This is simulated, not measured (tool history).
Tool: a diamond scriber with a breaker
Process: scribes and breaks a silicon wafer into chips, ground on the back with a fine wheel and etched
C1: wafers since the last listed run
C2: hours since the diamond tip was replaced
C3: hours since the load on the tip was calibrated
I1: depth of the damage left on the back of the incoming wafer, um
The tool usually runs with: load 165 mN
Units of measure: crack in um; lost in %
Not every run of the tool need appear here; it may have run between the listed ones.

run 1 hour=0.0 | load=165 | C1=0 C2=254.7 C3=76.5 | I1=0.30 | crack=9.86 lost=1.28
run 2 hour=49.6 | load=165 | C1=280 C2=304.3 C3=126.1 | I1=0.47 | crack=9.96 lost=1.20
run 3 hour=81.1 | load=165 | C1=178 C2=335.8 C3=157.6 | I1=0.79 | crack=9.84 lost=1.21
run 4 hour=120.7 | load=193 | C1=223 C2=375.4 C3=197.2 | I1=0.44 | crack=11.21 lost=2.07
run 5 hour=173.5 | load=165 | C1=298 C2=428.2 C3=250.0 | I1=0.59 | crack=9.99 lost=1.19
run 6 hour=206.7 | load=165 | C1=187 C2=461.4 C3=283.2 | I1=0.51 | crack=9.68 lost=0.99
run 7 hour=278.3 | load=165 | C1=404 C2=533.0 C3=354.8 | I1=0.59 | crack=9.79 lost=1.31
-- hour=315.6 diamond tip replaced by a new one
run 8 hour=321.3 | load=165 | C1=231 C2=5.7 C3=397.8 | I1=0.51 | crack=9.63 lost=1.41
run 9 hour=368.9 | load=200 | C1=269 C2=53.3 C3=445.4 | I1=0.38 | crack=10.91 lost=1.89
run 10 hour=414.2 | load=200 | C1=256 C2=98.6 C3=490.7 | I1=0.77 | crack=10.89 lost=1.53
run 11 hour=463.0 | load=138 | C1=275 C2=147.4 C3=539.5 | I1=0.71 | crack=8.00 lost=5.63
run 12 hour=521.9 | load=144 | C1=332 C2=206.3 C3=598.4 | I1=0.78 | crack=8.01 lost=5.93
-- hour=536.4 load on the tip recalibrated
run 13 hour=564.0 | load=165 | C1=226 C2=248.4 C3=27.6 | I1=0.69 | crack=10.15 lost=1.24
run 14 hour=622.3 | load=117 | C1=329 C2=306.7 C3=85.9 | I1=0.51 | crack=7.51 lost=8.69
run 15 hour=672.8 | load=165 | C1=285 C2=357.2 C3=136.4 | I1=0.73 | crack=10.06 lost=1.34
run 16 hour=698.1 | load=165 | C1=142 C2=382.5 C3=161.7 | I1=0.34 | crack=10.30 lost=1.28
run 17 hour=755.1 | load=208 | C1=322 C2=439.5 C3=218.7 | I1=0.38 | crack=11.67 lost=3.92
run 18 hour=823.1 | load=165 | C1=384 C2=507.5 C3=286.7 | I1=0.67 | crack=10.01 lost=1.13
-- hour=847.0 diamond tip replaced by a new one
run 19 hour=854.2 | load=205 | C1=164 C2=7.2 C3=317.8 | I1=0.35 | crack=11.45 lost=2.79
run 20 hour=909.3 | load=214 | C1=311 C2=62.3 C3=372.9 | I1=0.37 | crack=12.01 lost=3.42
run 21 hour=970.0 | load=196 | C1=343 C2=123.0 C3=433.6 | I1=0.79 | crack=10.89 lost=1.69
run 22 hour=1033.0 | load=180 | C1=356 C2=186.0 C3=496.6 | I1=0.59 | crack=9.75 lost=1.28

Predict each of these 3 candidate next runs independently; none follows another, all start after run 22:
run A hour=1033.5 | load=165 | C1=2 C2=186.5 C3=497.1 | I1=0.72 | crack=? lost=?
run B hour=1033.5 | load=132 | C1=2 C2=186.5 C3=497.1 | I1=0.72 | crack=? lost=?
run C hour=1033.5 | load=179 | C1=2 C2=186.5 C3=497.1 | I1=0.72 | crack=? lost=?

run=A crack=9.27 lost=1.78
run=B crack=7.75 lost=7.14
run=C crack=9.87 lost=1.18
Stripped of hidden state, with their random variation kept, the same runs would have yielded:
run=A crack=10.08 lost=1.14
run=B crack=8.43 lost=3.95
run=C crack=10.74 lost=1.49
